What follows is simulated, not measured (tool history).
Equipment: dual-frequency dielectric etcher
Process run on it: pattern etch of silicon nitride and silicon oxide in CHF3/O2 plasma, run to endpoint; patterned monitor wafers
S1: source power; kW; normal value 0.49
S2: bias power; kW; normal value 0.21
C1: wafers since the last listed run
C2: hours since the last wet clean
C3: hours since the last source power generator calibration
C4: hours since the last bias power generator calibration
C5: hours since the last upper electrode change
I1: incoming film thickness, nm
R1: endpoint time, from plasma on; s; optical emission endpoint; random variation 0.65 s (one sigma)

run	day	S1	S2	C1	C2	C3	C4	C5	I1	R1
1	0	0.45	0.17	0	572	1780.1	1436.6	2226.3	298.1	242.7
2	0.675	0.55	0.21	74	588.2	1796.3	1452.8	2242.5	297	209.7
3	0.95	0.49	0.21	30	594.8	1802.9	1459.4	2249.1	299.2	224.9
4	1.683	0.49	0.21	80	612.4	1820.5	1477	2266.7	300.5	225
5	2	0.49	0.21	34	620	1828.1	1484.6	2274.3	299.5	225.6
6	2.308	0.49	0.192	34	627.4	1835.5	1492	2281.7	301	230
7	2.879	0.49	0.192	62	641.1	1849.2	1505.7	2295.4	300.1	229.8
8	3.325	0.49	0.192	49	651.8	1859.9	1516.4	2306.1	299.3	228.9
9	3.688	0.49	0.191	39	660.5	1868.6	1525.1	2314.8	297.8	228.2
# day 4.396: source power generator calibrated
10	4.417	0.49	0.21	62	678	0.5	1542.6	2332.3	298.7	225.3
# day 4.825: bias power generator calibrated
11	4.892	0.49	0.21	34	689.4	11.9	1.6	2343.7	296.4	223.7
12	5.362	0.49	0.21	51	700.7	23.2	12.9	2355	300.3	227.9
13	5.75	0.43	0.21	42	710	32.5	22.2	2364.3	300.4	242.9
14	6.138	0.53	0.255	42	719.3	41.8	31.5	2373.6	301.3	210.8
# day 7.262: wet clean of the chamber
# day 8.108: upper electrode replaced
15	8.129	0.49	0.21	16	20.8	89.6	79.3	0.5	300.8	215.8
16	8.142	0.49	0.21	1	21.1	89.9	79.6	0.8	297.9	215.1
17	8.204	0.49	0.256	6	22.6	91.4	81.1	2.3	299.2	207.2
18	8.554	0.4	0.21	38	31	99.8	89.5	10.7	302	242.5
19	9.129	0.49	0.226	63	44.8	113.6	103.3	24.5	303	215.7
20	9.508	0.49	0.234	41	53.9	122.7	112.4	33.6	299.4	212.8
21	10.096	0.4	0.195	64	68	136.8	126.5	47.7	297.4	243.2
22	10.808	0.49	0.21	78	85.1	153.9	143.6	64.8	300.4	218
23	11.288	0.49	0.185	52	96.6	165.4	155.1	76.3	302.1	224.7
24	11.796	0.56	0.185	56	108.8	177.6	167.3	88.5	304.8	211.7
25	12.417	0.56	0.228	68	123.7	192.5	182.2	103.4	297.8	200.2

5 options for the next run, each taken on its own from the tool as it stands now. Forecast them:
A	12.438	0.49	0.21	2	124.2	193	182.7	103.9	300.2	?
B	12.438	0.49	0.167	2	124.2	193	182.7	103.9	300.2	?
C	12.438	0.6	0.175	2	124.2	193	182.7	103.9	300.2	?
D	12.438	0.55	0.162	2	124.2	193	182.7	103.9	300.2	?
E	12.438	0.43	0.18	2	124.2	193	182.7	103.9	300.2	?

run	R1
A	217.2
B	226.2
C	202.9
D	214.5
E	239.1
The same runs, with their run-to-run variation unchanged, on a tool lacking any hidden condition would have given:
run	R1
A	215.5
B	224.4
C	201.3
D	212.8
E	237.2

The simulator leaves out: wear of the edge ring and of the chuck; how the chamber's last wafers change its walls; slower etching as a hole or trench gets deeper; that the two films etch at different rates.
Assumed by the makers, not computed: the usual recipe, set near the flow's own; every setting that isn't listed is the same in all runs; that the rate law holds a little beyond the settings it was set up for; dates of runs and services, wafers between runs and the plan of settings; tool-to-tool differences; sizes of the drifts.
